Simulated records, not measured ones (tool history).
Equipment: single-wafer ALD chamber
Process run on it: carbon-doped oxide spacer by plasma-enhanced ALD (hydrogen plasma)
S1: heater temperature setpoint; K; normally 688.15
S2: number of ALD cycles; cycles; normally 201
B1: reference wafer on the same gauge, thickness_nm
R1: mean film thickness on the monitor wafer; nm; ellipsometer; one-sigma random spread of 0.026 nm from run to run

run,hour,S1,S2,B1,R1
1,0.0,688.15,213,10.194,10.792
2,34.6,688.15,213,10.210,10.740
3,59.0,688.15,201,10.197,10.169
4,72.9,688.15,201,10.199,10.161
5,103.4,688.15,201,10.192,10.162
6,136.0,692.15,201,10.200,10.018
7,167.0,688.15,201,10.211,10.148
8,199.3,688.15,201,10.195,10.146
9,227.7,688.15,201,10.193,10.137
10,244.9,688.15,222,10.206,11.199
11,258.3,688.15,201,10.199,10.123
# hour 268.6: gauge calibrated
12,285.4,683.15,201,10.204,10.260
13,311.5,674.15,201,10.206,10.516
# hour 341.4: thermocouple changed; heater temperature recalibrated
14,344.7,688.15,222,10.201,11.436
15,363.5,688.15,201,10.193,10.254
16,381.9,688.15,179,10.189,9.158

Run 17 has not been measured yet. What should we expect?
17,411.6,680.15,218,?,?

Logged for run 17: B1 10.196, R1 11.423 nm.
Minus the tool's unlogged condition, the same run would have read R1 11.416 nm.
